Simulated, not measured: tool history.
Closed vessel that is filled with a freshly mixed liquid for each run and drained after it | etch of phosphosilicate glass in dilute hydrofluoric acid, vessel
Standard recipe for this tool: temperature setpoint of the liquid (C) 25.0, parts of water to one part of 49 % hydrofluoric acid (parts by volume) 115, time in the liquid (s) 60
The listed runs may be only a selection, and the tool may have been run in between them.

run	day	temperature setpoint of the liquid (C)	parts of water to one part of 49 % hydrofluoric acid (parts by volume)	time in the liquid (s)	read-back film thickness of the phosphosilicate glass reference wafer, read on the same gauge (nm)	thickness taken off the phosphosilicate glass on a monitor wafer (nm)
1	0.000	25.0	115	60	110.71	58.71
2	0.683	21.5	115	90	110.72	77.30
3	1.462	25.0	115	60	110.79	58.80
4	2.342	25.0	115	60	110.91	58.67
5	3.317	27.0	115	60	111.03	63.59
6	4.688	27.0	115	60	111.21	64.64
7	5.462	25.0	115	60	111.27	58.96
8	6.554	25.0	115	60	111.42	59.19
9	7.775	25.0	115	60	111.60	59.70
10	9.183	25.0	115	60	111.88	59.12
11	10.100	28.5	115	60	112.03	68.14
12	12.100	28.5	115	60	112.36	69.04
13	13.338	28.5	115	60	112.56	68.23
# day 13.700: gauge calibrated
# day 13.783: hydrofluoric acid flow meter replaced
14	14.146	25.0	115	60	109.83	58.71
15	18.600	25.0	115	60	109.95	58.43
16	19.108	23.0	140	95	109.96	67.83
# day 19.317: thermometer replaced
17	20.542	25.0	115	60	110.05	58.16
18	21.654	27.0	75	60	110.16	101.71
19	22.317	20.0	75	60	110.20	76.84
20	23.612	26.5	115	70	110.32	72.98
21	24.196	21.0	115	30	110.39	25.25
22	25.254	22.0	70	30	110.48	45.61
23	26.050	20.5	115	60	110.60	48.88
24	26.954	25.0	115	60	110.65	59.33

What will run 25 give?
25	28.088	25.0	115	60	?	?

Run 25 measured read-back film thickness of the phosphosilicate glass reference wafer, read on the same gauge (nm) 110.79, thickness taken off the phosphosilicate glass on a monitor wafer (nm) 59.81.
Were there no unlogged condition in the tool, this run, its random variation unchanged, would have produced thickness taken off the phosphosilicate glass on a monitor wafer (nm) 59.37.

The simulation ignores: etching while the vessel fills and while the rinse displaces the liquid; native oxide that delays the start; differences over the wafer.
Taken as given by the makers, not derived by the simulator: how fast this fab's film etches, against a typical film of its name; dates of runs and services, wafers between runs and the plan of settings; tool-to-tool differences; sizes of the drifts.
